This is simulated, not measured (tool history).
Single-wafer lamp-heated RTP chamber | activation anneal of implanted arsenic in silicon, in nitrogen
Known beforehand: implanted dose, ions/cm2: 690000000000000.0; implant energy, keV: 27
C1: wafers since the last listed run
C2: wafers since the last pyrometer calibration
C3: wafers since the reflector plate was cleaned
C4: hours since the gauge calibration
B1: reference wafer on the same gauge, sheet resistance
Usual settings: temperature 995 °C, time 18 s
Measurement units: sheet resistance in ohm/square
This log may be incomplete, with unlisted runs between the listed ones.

Run 1, day 0.000: usual settings but temperature 1017 °C; C1 0; C2 3344; C3 6441; C4 169.6; B1 155.06. Result: sheet resistance 136.66 ohm/square.
At day 0.100: gauge calibrated.
Run 2, day 0.596: usual settings but temperature 1017 °C; C1 300; C2 3644; C3 6741; C4 11.9; B1 154.99. Result: sheet resistance 136.92 ohm/square.
Run 3, day 1.079: usual settings; C1 243; C2 3887; C3 6985; C4 23.5; B1 154.99. Result: sheet resistance 139.24 ohm/square.
Run 4, day 1.471: usual settings; C1 197; C2 4085; C3 7182; C4 32.9; B1 155.01. Result: sheet resistance 138.69 ohm/square.
Run 5, day 1.875: usual settings; C1 203; C2 4288; C3 7386; C4 42.6; B1 155.03. Result: sheet resistance 139.16 ohm/square.
Run 6, day 2.167: usual settings but temperature 973 °C; C1 146; C2 4435; C3 7533; C4 49.6; B1 155.03. Result: sheet resistance 141.98 ohm/square.
Run 7, day 2.638: usual settings but temperature 973 °C; C1 237; C2 4672; C3 7770; C4 60.9; B1 154.94. Result: sheet resistance 141.51 ohm/square.
Run 8, day 2.979: usual settings; C1 172; C2 4844; C3 7942; C4 69.1; B1 154.94. Result: sheet resistance 139.33 ohm/square.
Run 9, day 3.679: usual settings; C1 352; C2 5197; C3 8295; C4 85.9; B1 155.12. Result: sheet resistance 138.93 ohm/square.
At day 4.358: reflector plate cleaned.
Run 10, day 4.379: usual settings; C1 184; C2 5382; C3 11; C4 102.7; B1 154.89. Result: sheet resistance 138.74 ohm/square.
Run 11, day 4.717: usual settings; C1 170; C2 5552; C3 181; C4 110.8; B1 154.99. Result: sheet resistance 139.21 ohm/square.
Run 12, day 5.321: usual settings; C1 304; C2 5856; C3 485; C4 125.3; B1 154.91. Result: sheet resistance 138.80 ohm/square.
At day 5.917: gauge calibrated.
Run 13, day 6.012: usual settings but temperature 977 °C, time 11 s; C1 348; C2 6205; C3 833; C4 2.3; B1 155.00. Result: sheet resistance 143.08 ohm/square.
At day 6.717: pyrometer window cleaned and pyrometer calibrated.
Run 14, day 6.738: usual settings but temperature 1024 °C; C1 197; C2 10; C3 1031; C4 19.7; B1 154.97. Result: sheet resistance 137.01 ohm/square.
Run 15, day 6.950: usual settings; C1 107; C2 117; C3 1138; C4 24.8; B1 155.03. Result: sheet resistance 139.87 ohm/square.
Run 16, day 7.217: usual settings but temperature 985 °C, time 24 s; C1 134; C2 251; C3 1272; C4 31.2; B1 154.98. Result: sheet resistance 139.64 ohm/square.
Run 17, day 7.617: usual settings but time 8 s; C1 201; C2 453; C3 1473; C4 40.8; B1 154.96. Result: sheet resistance 143.73 ohm/square.
Run 18, day 8.033: usual settings but time 13 s; C1 209; C2 663; C3 1683; C4 50.8; B1 154.98. Result: sheet resistance 140.70 ohm/square.
Run 19, day 8.779: usual settings but temperature 1008 °C, time 26 s; C1 375; C2 1038; C3 2059; C4 68.7; B1 154.99. Result: sheet resistance 136.55 ohm/square.
Run 20, day 9.033: usual settings but temperature 986 °C, time 25 s; C1 128; C2 1167; C3 2187; C4 74.8; B1 155.00. Result: sheet resistance 138.96 ohm/square.

Hidden state, per run?
wafer temperature error from the tarnished reflector plate, K: 0 in every run
gauge reads high (%): 0 in every run
H1: true wafer temperature minus pyrometer reading, K
run    H1
  1  11.3
  2  11.6
  3  11.9
  4  12.1
  5  12.3
  6  12.4
  7  12.6
  8  12.7
  9    13
 10  13.2
 11  13.3
 12  13.4
 13  13.5
 14  2.47
 15     3
 16  3.65
 17  4.54
 18  5.41
 19  6.78
 20   7.2

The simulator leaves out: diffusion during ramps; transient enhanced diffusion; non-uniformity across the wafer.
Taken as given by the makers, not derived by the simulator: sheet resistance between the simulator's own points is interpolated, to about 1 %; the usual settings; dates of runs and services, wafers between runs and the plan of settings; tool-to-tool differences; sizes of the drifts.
